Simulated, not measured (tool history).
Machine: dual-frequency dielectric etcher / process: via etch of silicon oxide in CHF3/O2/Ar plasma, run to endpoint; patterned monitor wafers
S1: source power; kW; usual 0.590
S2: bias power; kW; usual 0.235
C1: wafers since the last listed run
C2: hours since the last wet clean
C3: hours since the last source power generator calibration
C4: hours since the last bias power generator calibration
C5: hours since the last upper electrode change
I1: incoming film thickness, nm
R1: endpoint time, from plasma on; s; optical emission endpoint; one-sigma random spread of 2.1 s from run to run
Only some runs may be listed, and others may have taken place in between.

Run 1, hour 0.0: usual settings; C1 0; C2 512.5; C3 2492.3; C4 3060.0; C5 1591.2; I1 648.9. Result: R1 308.6 s.
At hour 41.3: wet clean of the chamber.
Run 2, hour 101.2: usual settings; C1 269; C2 59.9; C3 2593.5; C4 3161.2; C5 1692.4; I1 651.0. Result: R1 307.9 s.
Run 3, hour 139.3: usual settings; C1 132; C2 98.0; C3 2631.6; C4 3199.3; C5 1730.5; I1 655.5. Result: R1 314.0 s.
Run 4, hour 184.5: usual settings; C1 157; C2 143.2; C3 2676.8; C4 3244.5; C5 1775.7; I1 648.6. Result: R1 310.2 s.
Run 5, hour 244.4: usual settings; C1 209; C2 203.1; C3 2736.7; C4 3304.4; C5 1835.6; I1 649.8. Result: R1 307.7 s.
Run 6, hour 302.9: usual settings; C1 204; C2 261.6; C3 2795.2; C4 3362.9; C5 1894.1; I1 651.8. Result: R1 310.4 s.
At hour 352.4: upper electrode replaced.
Run 7, hour 391.7: usual settings; C1 226; C2 350.4; C3 2884.0; C4 3451.7; C5 39.3; I1 660.0. Result: R1 320.9 s.
Run 8, hour 498.2: usual settings; C1 371; C2 456.9; C3 2990.5; C4 3558.2; C5 145.8; I1 656.8. Result: R1 321.5 s.
At hour 514.1: source power generator calibrated.
At hour 581.9: wet clean of the chamber.
Run 9, hour 582.4: usual settings; C1 196; C2 0.5; C3 68.3; C4 3642.4; C5 230.0; I1 651.9. Result: R1 321.7 s.
At hour 608.7: bias power generator calibrated.
Run 10, hour 654.7: usual settings; C1 238; C2 72.8; C3 140.6; C4 46.0; C5 302.3; I1 651.2. Result: R1 322.7 s.
Run 11, hour 759.2: usual settings but S1 0.500 kW, S2 0.206 kW; C1 364; C2 177.3; C3 245.1; C4 150.5; C5 406.8; I1 652.1. Result: R1 368.0 s.
At hour 845.8: wet clean of the chamber, repeated, since the last time left the tool worse.
Run 12, hour 846.3: usual settings but S1 0.710 kW, S2 0.257 kW; C1 220; C2 0.5; C3 332.2; C4 237.6; C5 493.9; I1 655.7. Result: R1 277.9 s.
Run 13, hour 909.1: usual settings; C1 219; C2 63.3; C3 395.0; C4 300.4; C5 556.7; I1 652.2. Result: R1 309.4 s.
Run 14, hour 960.7: usual settings but S1 0.470 kW, S2 0.209 kW; C1 180; C2 114.9; C3 446.6; C4 352.0; C5 608.3; I1 654.3. Result: R1 347.2 s.
Run 15, hour 1028.7: usual settings but S2 0.290 kW; C1 237; C2 182.9; C3 514.6; C4 420.0; C5 676.3; I1 655.5. Result: R1 284.1 s.
Run 16, hour 1071.9: usual settings but S1 0.460 kW, S2 0.269 kW; C1 150; C2 226.1; C3 557.8; C4 463.2; C5 719.5; I1 656.1. Result: R1 320.7 s.

Predict each of these 5 candidate next runs independently; none follows another, all start after run 16:
Run A, hour 1072.4: usual settings but S1 0.520 kW; C1 1; C2 226.6; C3 558.3; C4 463.7; C5 720.0; I1 648.2. Result: R1 ?.
Run B, hour 1072.4: usual settings but S2 0.267 kW; C1 1; C2 226.6; C3 558.3; C4 463.7; C5 720.0; I1 648.2. Result: R1 ?.
Run C, hour 1072.4: usual settings but S1 0.640 kW; C1 1; C2 226.6; C3 558.3; C4 463.7; C5 720.0; I1 648.2. Result: R1 ?.
Run D, hour 1072.4: usual settings but S1 0.510 kW, S2 0.208 kW; C1 1; C2 226.6; C3 558.3; C4 463.7; C5 720.0; I1 648.2. Result: R1 ?.
Run E, hour 1072.4: usual settings but S1 0.480 kW, S2 0.180 kW; C1 1; C2 226.6; C3 558.3; C4 463.7; C5 720.0; I1 648.2. Result: R1 ?.

run     R1
  A  323.4
  B  293.3
  C  301.7
  D  343.5
  E  373.8
The same runs, with their run-to-run variation unchanged, on a tool lacking any hidden condition would have given:
run     R1
  A  318.3
  B  288.6
  C  296.9
  D  338.1
  E  367.9

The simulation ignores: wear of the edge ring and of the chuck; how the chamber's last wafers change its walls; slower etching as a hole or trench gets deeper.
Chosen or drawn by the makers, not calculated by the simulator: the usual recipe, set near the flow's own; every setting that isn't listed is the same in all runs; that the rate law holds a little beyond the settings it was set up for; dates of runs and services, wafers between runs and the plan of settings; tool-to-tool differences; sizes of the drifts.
